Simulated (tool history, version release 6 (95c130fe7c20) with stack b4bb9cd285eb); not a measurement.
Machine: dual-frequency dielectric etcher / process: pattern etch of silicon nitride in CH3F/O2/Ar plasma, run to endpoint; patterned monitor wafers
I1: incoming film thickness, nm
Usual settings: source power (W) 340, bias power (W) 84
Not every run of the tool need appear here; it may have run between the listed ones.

{"run": 1, "hour": 0.0, "source power (W)": 290, "bias power (W)": 98, "I1": 43.35, "endpoint time (s)": 63.0}
{"hour": 49.6, "done": "wet clean of the chamber"}
{"run": 2, "hour": 50.1, "source power (W)": 290, "bias power (W)": 98, "I1": 42.93, "endpoint time (s)": 65.1}
{"run": 3, "hour": 99.0, "source power (W)": 290, "bias power (W)": 98, "I1": 43.47, "endpoint time (s)": 65.3}
{"run": 4, "hour": 158.6, "source power (W)": 340, "bias power (W)": 84, "I1": 43.36, "endpoint time (s)": 64.8}
{"run": 5, "hour": 208.5, "source power (W)": 340, "bias power (W)": 84, "I1": 43.53, "endpoint time (s)": 64.8}
{"run": 6, "hour": 266.1, "source power (W)": 340, "bias power (W)": 84, "I1": 42.95, "endpoint time (s)": 63.4}
{"run": 7, "hour": 294.9, "source power (W)": 340, "bias power (W)": 84, "I1": 43.02, "endpoint time (s)": 63.6}
{"run": 8, "hour": 352.0, "source power (W)": 340, "bias power (W)": 84, "I1": 43.19, "endpoint time (s)": 63.8}
{"run": 9, "hour": 388.5, "source power (W)": 340, "bias power (W)": 84, "I1": 43.54, "endpoint time (s)": 64.2}
{"run": 10, "hour": 416.2, "source power (W)": 340, "bias power (W)": 84, "I1": 43.5, "endpoint time (s)": 64.1}
{"run": 11, "hour": 451.3, "source power (W)": 340, "bias power (W)": 84, "I1": 43.64, "endpoint time (s)": 63.5}
{"run": 12, "hour": 507.3, "source power (W)": 400, "bias power (W)": 84, "I1": 43.48, "endpoint time (s)": 59.5}
{"hour": 544.2, "done": "source power generator calibrated"}
{"run": 13, "hour": 567.7, "source power (W)": 280, "bias power (W)": 97, "I1": 43.13, "endpoint time (s)": 64.1}
{"hour": 610.3, "done": "wet clean of the chamber"}
{"run": 14, "hour": 610.8, "source power (W)": 280, "bias power (W)": 97, "I1": 43.43, "endpoint time (s)": 66.8}
{"hour": 642.6, "done": "bias power generator calibrated"}
{"run": 15, "hour": 654.5, "source power (W)": 340, "bias power (W)": 69, "I1": 43.42, "endpoint time (s)": 70.0}
{"run": 16, "hour": 706.4, "source power (W)": 340, "bias power (W)": 69, "I1": 43.42, "endpoint time (s)": 69.5}
{"run": 17, "hour": 757.4, "source power (W)": 340, "bias power (W)": 69, "I1": 43.47, "endpoint time (s)": 69.7}
{"run": 18, "hour": 784.4, "source power (W)": 310, "bias power (W)": 104, "I1": 43.22, "endpoint time (s)": 61.8}
{"run": 19, "hour": 809.8, "source power (W)": 420, "bias power (W)": 100, "I1": 42.79, "endpoint time (s)": 54.9}
{"run": 20, "hour": 865.4, "source power (W)": 310, "bias power (W)": 101, "I1": 43.48, "endpoint time (s)": 62.6}
{"run": 21, "hour": 927.7, "source power (W)": 340, "bias power (W)": 84, "I1": 43.41, "endpoint time (s)": 63.9}
{"run": 22, "hour": 983.8, "source power (W)": 340, "bias power (W)": 84, "I1": 43.27, "endpoint time (s)": 63.3}
{"run": 23, "hour": 1016.9, "source power (W)": 280, "bias power (W)": 100, "I1": 43.39, "endpoint time (s)": 64.4}
{"hour": 1048.5, "done": "upper electrode replaced"}
{"run": 24, "hour": 1074.0, "source power (W)": 340, "bias power (W)": 84, "I1": 43.67, "endpoint time (s)": 63.5}
{"hour": 1147.7, "done": "wet clean of the chamber"}
{"run": 25, "hour": 1148.2, "source power (W)": 340, "bias power (W)": 99, "I1": 43.36, "endpoint time (s)": 61.7}

Run 26, settings as shown, results not yet in. Your forecast:
{"run": 26, "hour": 1184.8, "source power (W)": 300, "bias power (W)": 84, "I1": 43.35, "endpoint time (s)": "?"}

Run 26 gave endpoint time (s) 68.0.
If the tool had no hidden condition, the same run with the same run-to-run variation would have returned endpoint time (s) 68.2.

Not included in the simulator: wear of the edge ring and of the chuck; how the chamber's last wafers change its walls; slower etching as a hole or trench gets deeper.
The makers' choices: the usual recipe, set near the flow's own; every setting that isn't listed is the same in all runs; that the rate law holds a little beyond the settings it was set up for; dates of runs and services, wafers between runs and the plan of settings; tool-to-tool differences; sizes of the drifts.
